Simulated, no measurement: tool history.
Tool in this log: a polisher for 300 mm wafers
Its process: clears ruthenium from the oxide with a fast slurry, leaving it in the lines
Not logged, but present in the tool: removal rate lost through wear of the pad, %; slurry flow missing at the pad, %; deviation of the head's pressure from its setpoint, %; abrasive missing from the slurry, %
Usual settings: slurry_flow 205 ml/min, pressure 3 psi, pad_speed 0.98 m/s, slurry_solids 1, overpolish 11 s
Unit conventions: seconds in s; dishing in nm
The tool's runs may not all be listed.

run   hour  slurry_flow  pressure  pad_speed  slurry_solids  overpolish  wafers since the last listed run  wafers polished on this pad  hours since the slurry nozzle was cleaned  hours since the head pressure was calibrated  hours since the slurry blender was calibrated  incoming thickness of the incoming film, nm  seconds  dishing
  1      0          205         3       0.98              1          11                                 0                         1243                                      784.2                                        1179.1                                          167.8                                        288.3       64     36.5
  2   11.4          205         3       0.76            0.9          11                               157                         1400                                      795.6                                        1190.5                                          179.2                                          287     89.3     27.5
      20.7  -- worn pad replaced by a new one
  3   22.9          170         3       0.98              1          11                               103                           30                                      807.1                                          1202                                          190.7                                        290.5       66     36.8
  4   39.8          170         3       0.98              1          11                               232                          263                                        824                                        1218.9                                          207.6                                        287.4     66.4     36.4
  5   47.5          170         3       0.98              1          11                               106                          369                                      831.7                                        1226.6                                          215.3                                          290     68.1     36.1
      51.5  -- slurry blender recalibrated
  6   54.8          160         3       0.98              1          11                                73                          442                                        839                                        1233.9                                            3.3                                        285.9       65     34.6
  7   66.3          205         3       0.98              1          11                               158                          600                                      850.5                                        1245.4                                           14.8                                        291.3     65.3     36.6
  8   73.5          205         3        1.1              1          11                                99                          700                                      857.7                                        1252.6                                             22                                        290.7     58.5     41.1
      84.8  -- slurry nozzle cleaned
  9   86.7          205         3       1.24              1          11                               168                          868                                        1.9                                        1265.8                                           35.2                                        289.5     50.9     44.3
 10     97          205       3.8        0.7              1          11                               141                         1010                                       12.2                                        1276.1                                           45.5                                        288.7     72.5       34
 11  106.6          205         3        1.3              1          11                               132                         1142                                       21.8                                        1285.7                                           55.1                                        287.7     48.1       44
     134.1  -- worn pad replaced by a new one
 12  147.1          205         3       0.98              1          11                               502                          178                                       62.3                                        1326.2                                           95.6                                        287.6     63.2       38
 13  163.5          205         3       0.98              1          11                               226                          404                                       78.7                                        1342.6                                            112                                        289.3       64     37.2
 14  174.2          150         3       0.98              1          11                               147                          552                                       89.4                                        1353.3                                          122.7                                        286.9       67     35.8
 15  189.2          155         3       0.98              1          15                               206                          758                                      104.4                                        1368.3                                          137.7                                        291.9     68.6     45.9
 16  203.9          205         3       0.98            1.2          11                               202                          961                                      119.1                                          1383                                          152.4                                        285.3     60.6     38.9
 17  219.8          165       2.5       0.98            1.3          13                               219                         1180                                        135                                        1398.9                                          168.3                                        292.5     69.6     39.7
     230.8  -- head pressure recalibrated
 18  237.3          205         3       0.98            0.9          15                               213                         1394                                      152.5                                           6.5                                          185.8                                        288.1     68.1     46.1
     248.2  -- worn pad replaced by a new one
 19  249.3          205         3       0.98              1          11                               110                           15                                      164.5                                          18.5                                          197.8                                        293.7     66.8     36.9
     254.8  -- slurry blender recalibrated
 20  271.1          140         3       0.98              1           6                               272                          288                                      186.3                                          40.3                                           16.3                                        285.5     69.1       21
 21  285.6          175       2.7       0.98           1.25          11                               199                          488                                      200.8                                          54.8                                           30.8                                        287.9     66.3     35.9
 22  298.6          205         3       1.08           1.15          18                               179                          667                                      213.8                                          67.8                                           43.8                                        289.5     55.9     59.2
 23  307.9          205         3       0.98              1          11                               128                          795                                      223.1                                          77.1                                           53.1                                        291.5     65.3       36
 24  321.1          205         3       0.98              1          11                               181                          977                                      236.3                                          90.3                                           66.3                                        288.1     64.8     36.5
 25  336.4          205         3       0.98              1          11                               210                         1188                                      251.6                                         105.6                                           81.6                                        290.1     65.6     36.8
     351.3  -- worn pad replaced by a new one
 26  351.8          205         3       0.64           0.75          11                               157                            7                                        267                                           121                                             97                                        287.5    113.9     22.1
 27    359          245         3       0.98              1          15                                99                          106                                      274.2                                         128.2                                          104.2                                          289     61.8     47.1

Forecast each of these 5 alternatives for the next run:
  A  359.4          205         3       0.98              1          18                                 5                          111                                      274.6                                         128.6                                          104.6                                          296        ?        ?
  B  359.4          205         3       1.28            1.2          11                                 5                          111                                      274.6                                         128.6                                          104.6                                          296        ?        ?
  C  359.4          205         3       0.82              1          11                                 5                          111                                      274.6                                         128.6                                          104.6                                          296        ?        ?
  D  359.4          205       3.8       0.88           0.75           6                                 5                          111                                      274.6                                         128.6                                          104.6                                          296        ?        ?
  E  359.4          205         3       0.98              1           8                                 5                          111                                      274.6                                         128.6                                          104.6                                          296        ?        ?

run  seconds  dishing
  A     66.3     52.8
  B     46.7     47.7
  C     79.2     31.7
  D     68.8     21.3
  E     66.3     28.2
With no hidden state in the tool, these same runs would have given:
run  seconds  dishing
  A     66.3     52.8
  B     46.7     47.7
  C     79.2     31.7
  D     68.8     21.3
  E     66.3     28.2
